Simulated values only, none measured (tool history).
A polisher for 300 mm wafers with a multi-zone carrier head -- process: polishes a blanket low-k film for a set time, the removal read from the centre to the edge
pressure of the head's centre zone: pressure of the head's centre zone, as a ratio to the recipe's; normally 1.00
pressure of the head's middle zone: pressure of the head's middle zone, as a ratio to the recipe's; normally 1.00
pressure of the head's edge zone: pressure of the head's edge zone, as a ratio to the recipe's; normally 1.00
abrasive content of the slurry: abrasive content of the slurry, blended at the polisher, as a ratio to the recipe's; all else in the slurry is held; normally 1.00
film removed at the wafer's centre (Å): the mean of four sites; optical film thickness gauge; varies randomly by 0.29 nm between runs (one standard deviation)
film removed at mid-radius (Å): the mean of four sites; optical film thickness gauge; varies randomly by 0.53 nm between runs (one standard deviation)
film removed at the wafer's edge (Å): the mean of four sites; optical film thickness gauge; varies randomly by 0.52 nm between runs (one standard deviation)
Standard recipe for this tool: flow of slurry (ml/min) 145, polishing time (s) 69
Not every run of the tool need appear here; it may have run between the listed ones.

run	hour	flow of slurry (ml/min)	pressure of the head's centre zone	pressure of the head's middle zone	pressure of the head's edge zone	abrasive content of the slurry	polishing time (s)	incoming thickness of the incoming film, nm	film removed at the wafer's centre (Å)	film removed at mid-radius (Å)	film removed at the wafer's edge (Å)
1	0.0	145	1.00	1.09	1.00	1.00	69	700.3	446	469	446
2	28.1	145	1.00	1.00	1.00	1.00	79	700.1	504	507	514
3	52.7	145	1.00	1.00	1.08	1.25	69	696.3	468	469	490
4	78.7	145	1.06	1.00	1.00	1.00	48	714.8	321	308	305
5	105.5	145	1.00	0.89	1.00	1.00	69	707.7	438	400	441
6	130.7	145	1.00	1.00	1.06	1.00	59	702.8	374	371	391
7	175.2	125	1.00	1.05	1.08	1.00	69	703.6	421	431	453
# hour 196.4: worn pad replaced by a new one
8	207.3	145	1.04	1.00	1.00	1.00	69	698.0	444	429	436
# hour 211.8: edge zone pressure recalibrated
9	221.3	170	1.00	1.00	1.00	1.00	69	713.5	442	434	456
# hour 225.3: centre zone pressure recalibrated
10	256.1	145	1.00	1.00	1.00	1.00	55	695.9	340	344	348
# hour 286.3: carrier head's membrane replaced by a new one
11	290.1	165	1.00	1.07	1.00	0.85	89	693.8	535	562	547
# hour 310.9: slurry nozzle cleaned
12	316.9	145	1.00	1.00	1.00	1.00	69	709.2	449	452	436
13	332.2	145	1.00	1.00	1.00	1.00	69	711.9	441	432	449
14	351.7	145	0.92	1.00	1.00	1.00	69	688.1	419	442	450
15	374.2	145	1.00	1.00	1.00	1.30	69	699.5	487	480	482
16	406.6	145	1.00	1.00	1.00	1.00	69	685.3	444	438	442
17	420.0	145	0.92	1.00	1.00	1.20	52	700.7	333	354	359
# hour 433.1: worn pad replaced by a new one
18	448.5	145	1.00	1.00	1.00	1.00	69	700.3	450	440	438
19	464.7	145	1.00	1.00	1.00	1.00	69	702.5	441	436	445
20	496.9	145	1.00	1.07	1.00	1.00	83	700.7	534	556	523
21	518.0	145	1.00	0.89	1.00	1.10	69	707.8	455	417	455
22	547.4	145	1.00	1.00	1.00	1.00	69	689.2	438	450	440

Each row is a separate what-if for the run after 22, all from the same tool condition, not one after another. Results?
A	547.8	145	1.00	1.00	0.91	1.00	69	700.7	?	?	?
B	547.8	190	1.00	0.91	1.00	0.75	81	700.7	?	?	?
C	547.8	165	1.04	1.00	1.04	0.90	69	700.7	?	?	?
D	547.8	145	1.00	1.00	1.06	1.00	69	700.7	?	?	?

run	film removed at the wafer's centre (Å)	film removed at mid-radius (Å)	film removed at the wafer's edge (Å)
A	443	436	428
B	499	461	497
C	452	431	448
D	443	436	460
With the hidden condition removed and each run's random variation left untouched, the same runs would have given:
run	film removed at the wafer's centre (Å)	film removed at mid-radius (Å)	film removed at the wafer's edge (Å)
A	450	442	432
B	506	466	501
C	458	436	452
D	450	442	465
